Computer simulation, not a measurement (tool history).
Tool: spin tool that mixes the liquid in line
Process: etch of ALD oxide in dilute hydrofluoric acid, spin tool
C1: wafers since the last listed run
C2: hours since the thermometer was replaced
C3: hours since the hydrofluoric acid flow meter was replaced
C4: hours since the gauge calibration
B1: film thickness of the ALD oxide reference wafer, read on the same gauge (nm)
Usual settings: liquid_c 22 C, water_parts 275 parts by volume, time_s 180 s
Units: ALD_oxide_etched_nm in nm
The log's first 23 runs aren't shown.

{"day": 76.433, "done": "hydrofluoric acid flow meter replaced"}
{"day": 77.25, "done": "thermometer replaced, repeated, since the last time left the tool worse"}
{"run": 24, "day": 78.471, "liquid_c": 22, "water_parts": 275, "time_s": 180, "C1": 993, "C2": 29.3, "C3": 48.9, "C4": 358.7, "B1": 99.995, "ALD_oxide_etched_nm": 4.922}
{"run": 25, "day": 82.804, "liquid_c": 20.5, "water_parts": 350, "time_s": 130, "C1": 1052, "C2": 133.3, "C3": 152.9, "C4": 462.7, "B1": 99.984, "ALD_oxide_etched_nm": 2.434}
{"run": 26, "day": 86.433, "liquid_c": 22, "water_parts": 275, "time_s": 180, "C1": 881, "C2": 220.4, "C3": 240, "C4": 549.8, "B1": 100, "ALD_oxide_etched_nm": 4.881}
{"run": 27, "day": 90.754, "liquid_c": 22, "water_parts": 320, "time_s": 180, "C1": 1048, "C2": 324.1, "C3": 343.7, "C4": 653.5, "B1": 100.01, "ALD_oxide_etched_nm": 3.991}
{"run": 28, "day": 94.575, "liquid_c": 24, "water_parts": 275, "time_s": 250, "C1": 927, "C2": 415.8, "C3": 435.4, "C4": 745.2, "B1": 100.008, "ALD_oxide_etched_nm": 7.336}
{"run": 29, "day": 98.446, "liquid_c": 24, "water_parts": 275, "time_s": 90, "C1": 939, "C2": 508.7, "C3": 528.3, "C4": 838.1, "B1": 99.974, "ALD_oxide_etched_nm": 2.6}
{"run": 30, "day": 102.012, "liquid_c": 18, "water_parts": 180, "time_s": 180, "C1": 865, "C2": 594.3, "C3": 613.9, "C4": 923.7, "B1": 100.004, "ALD_oxide_etched_nm": 6.919}
{"run": 31, "day": 103.571, "liquid_c": 22, "water_parts": 275, "time_s": 180, "C1": 378, "C2": 631.7, "C3": 651.3, "C4": 961.1, "B1": 99.979, "ALD_oxide_etched_nm": 4.803}
{"day": 103.721, "done": "hydrofluoric acid flow meter replaced"}
{"run": 32, "day": 106.279, "liquid_c": 24.5, "water_parts": 215, "time_s": 235, "C1": 647, "C2": 696.7, "C3": 61.4, "C4": 1026.1, "B1": 100.009, "ALD_oxide_etched_nm": 9.283}
{"run": 33, "day": 110.396, "liquid_c": 17, "water_parts": 275, "time_s": 80, "C1": 999, "C2": 795.5, "C3": 160.2, "C4": 1124.9, "B1": 100.008, "ALD_oxide_etched_nm": 1.751}

Forecast each of these 5 alternatives for the next run:
{"run": "A", "day": 110.417, "liquid_c": 25.5, "water_parts": 275, "time_s": 180, "C1": 5, "C2": 796, "C3": 160.7, "C4": 1125.4, "B1": "?", "ALD_oxide_etched_nm": "?"}
{"run": "B", "day": 110.417, "liquid_c": 19.5, "water_parts": 200, "time_s": 85, "C1": 5, "C2": 796, "C3": 160.7, "C4": 1125.4, "B1": "?", "ALD_oxide_etched_nm": "?"}
{"run": "C", "day": 110.417, "liquid_c": 18, "water_parts": 315, "time_s": 220, "C1": 5, "C2": 796, "C3": 160.7, "C4": 1125.4, "B1": "?", "ALD_oxide_etched_nm": "?"}
{"run": "D", "day": 110.417, "liquid_c": 26.5, "water_parts": 275, "time_s": 180, "C1": 5, "C2": 796, "C3": 160.7, "C4": 1125.4, "B1": "?", "ALD_oxide_etched_nm": "?"}
{"run": "E", "day": 110.417, "liquid_c": 20, "water_parts": 405, "time_s": 150, "C1": 5, "C2": 796, "C3": 160.7, "C4": 1125.4, "B1": "?", "ALD_oxide_etched_nm": "?"}

run=A B1=99.982 ALD_oxide_etched_nm=5.42
run=B B1=99.982 ALD_oxide_etched_nm=3.032
run=C B1=99.982 ALD_oxide_etched_nm=4.249
run=D B1=99.982 ALD_oxide_etched_nm=5.612
run=E B1=99.982 ALD_oxide_etched_nm=2.251
Without the tool's hidden state the same runs would have given:
run=A ALD_oxide_etched_nm=5.593
run=B ALD_oxide_etched_nm=3.14
run=C ALD_oxide_etched_nm=4.394
run=D ALD_oxide_etched_nm=5.789
run=E ALD_oxide_etched_nm=2.323

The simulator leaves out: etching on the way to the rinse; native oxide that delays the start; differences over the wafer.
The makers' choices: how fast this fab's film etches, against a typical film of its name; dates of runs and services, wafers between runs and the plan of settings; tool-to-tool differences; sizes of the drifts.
